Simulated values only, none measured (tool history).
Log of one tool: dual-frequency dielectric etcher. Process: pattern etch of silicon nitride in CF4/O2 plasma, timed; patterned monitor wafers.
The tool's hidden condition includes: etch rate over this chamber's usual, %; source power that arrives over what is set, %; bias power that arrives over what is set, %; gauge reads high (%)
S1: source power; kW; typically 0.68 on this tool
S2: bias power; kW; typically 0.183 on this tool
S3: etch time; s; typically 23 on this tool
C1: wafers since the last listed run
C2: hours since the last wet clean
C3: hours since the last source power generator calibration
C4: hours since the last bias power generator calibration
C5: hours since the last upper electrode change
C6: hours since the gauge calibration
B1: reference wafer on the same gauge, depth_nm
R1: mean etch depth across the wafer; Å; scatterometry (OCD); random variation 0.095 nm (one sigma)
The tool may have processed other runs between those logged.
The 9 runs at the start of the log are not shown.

run 10 hour=102.4 | S1=0.6 S2=0.183 S3=19.5 | C1=135 C2=444.5 C3=85.7 C4=3353.9 C5=2660.2 C6=444.3 | B1=52.4 | R1=456
run 11 hour=113.1 | S1=0.63 S2=0.141 S3=25 | C1=157 C2=455.2 C3=96.4 C4=3364.6 C5=2670.9 C6=455 | B1=52.4 | R1=569
run 12 hour=121.2 | S1=0.82 S2=0.204 S3=19.5 | C1=119 C2=463.3 C3=104.5 C4=3372.7 C5=2679 C6=463.1 | B1=52.4 | R1=613
run 13 hour=132.8 | S1=0.68 S2=0.226 S3=23 | C1=170 C2=474.9 C3=116.1 C4=3384.3 C5=2690.6 C6=474.7 | B1=52.4 | R1=636
run 14 hour=148.5 | S1=0.68 S2=0.183 S3=23 | C1=231 C2=490.6 C3=131.8 C4=3400 C5=2706.3 C6=490.4 | B1=52.4 | R1=599
run 15 hour=159.4 | S1=0.68 S2=0.183 S3=23 | C1=160 C2=501.5 C3=142.7 C4=3410.9 C5=2717.2 C6=501.3 | B1=52.4 | R1=599
-- hour=161.9 gauge calibrated
-- hour=187 upper electrode replaced
-- hour=189.4 bias power generator calibrated
-- hour=198.8 wet clean of the chamber
run 16 hour=199.3 | S1=0.68 S2=0.165 S3=23 | C1=60 C2=0.5 C3=182.6 C4=9.9 C5=12.3 C6=37.4 | B1=52.4 | R1=578
run 17 hour=199.6 | S1=0.68 S2=0.183 S3=16 | C1=4 C2=0.8 C3=182.9 C4=10.2 C5=12.6 C6=37.7 | B1=52.4 | R1=414
run 18 hour=201.5 | S1=0.76 S2=0.183 S3=28 | C1=27 C2=2.7 C3=184.8 C4=12.1 C5=14.5 C6=39.6 | B1=52.4 | R1=795
run 19 hour=209.2 | S1=0.68 S2=0.197 S3=23 | C1=113 C2=10.4 C3=192.5 C4=19.8 C5=22.2 C6=47.3 | B1=52.4 | R1=607
run 20 hour=223.2 | S1=0.6 S2=0.209 S3=17 | C1=206 C2=24.4 C3=206.5 C4=33.8 C5=36.2 C6=61.3 | B1=52.4 | R1=411
run 21 hour=232.5 | S1=0.68 S2=0.183 S3=23 | C1=136 C2=33.7 C3=215.8 C4=43.1 C5=45.5 C6=70.6 | B1=52.4 | R1=594
run 22 hour=249.2 | S1=0.68 S2=0.17 S3=23 | C1=245 C2=50.4 C3=232.5 C4=59.8 C5=62.2 C6=87.3 | B1=52.4 | R1=582
run 23 hour=260.7 | S1=0.68 S2=0.2 S3=28 | C1=169 C2=61.9 C3=244 C4=71.3 C5=73.7 C6=98.8 | B1=52.4 | R1=742
run 24 hour=266.9 | S1=0.68 S2=0.183 S3=23 | C1=91 C2=68.1 C3=250.2 C4=77.5 C5=79.9 C6=105 | B1=52.4 | R1=595
run 25 hour=274 | S1=0.53 S2=0.142 S3=23 | C1=104 C2=75.2 C3=257.3 C4=84.6 C5=87 C6=112.1 | B1=52.4 | R1=452
run 26 hour=283.4 | S1=0.53 S2=0.183 S3=23 | C1=138 C2=84.6 C3=266.7 C4=94 C5=96.4 C6=121.5 | B1=52.4 | R1=482
run 27 hour=291.6 | S1=0.68 S2=0.183 S3=23 | C1=120 C2=92.8 C3=274.9 C4=102.2 C5=104.6 C6=129.7 | B1=52.4 | R1=595
run 28 hour=303 | S1=0.82 S2=0.208 S3=23 | C1=167 C2=104.2 C3=286.3 C4=113.6 C5=116 C6=141.1 | B1=52.4 | R1=724
run 29 hour=320.8 | S1=0.8 S2=0.183 S3=23 | C1=262 C2=122 C3=304.1 C4=131.4 C5=133.8 C6=158.9 | B1=52.4 | R1=683
run 30 hour=337.8 | S1=0.59 S2=0.141 S3=26.5 | C1=250 C2=139 C3=321.1 C4=148.4 C5=150.8 C6=175.9 | B1=52.4 | R1=568

4 options for the next run, each taken on its own from the tool as it stands now. Forecast them:
run A hour=338.2 | S1=0.68 S2=0.148 S3=23 | C1=5 C2=139.4 C3=321.5 C4=148.8 C5=151.2 C6=176.3 | B1=? | R1=?
run B hour=338.2 | S1=0.68 S2=0.216 S3=23 | C1=5 C2=139.4 C3=321.5 C4=148.8 C5=151.2 C6=176.3 | B1=? | R1=?
run C hour=338.2 | S1=0.68 S2=0.183 S3=25 | C1=5 C2=139.4 C3=321.5 C4=148.8 C5=151.2 C6=176.3 | B1=? | R1=?
run D hour=338.2 | S1=0.73 S2=0.139 S3=16.5 | C1=5 C2=139.4 C3=321.5 C4=148.8 C5=151.2 C6=176.3 | B1=? | R1=?

run=A B1=52.4 R1=564
run=B B1=52.4 R1=626
run=C B1=52.4 R1=649
run=D B1=52.4 R1=423
Stripped of hidden state, with their random variation kept, the same runs would have yielded:
run=A R1=561
run=B R1=623
run=C R1=645
run=D R1=421
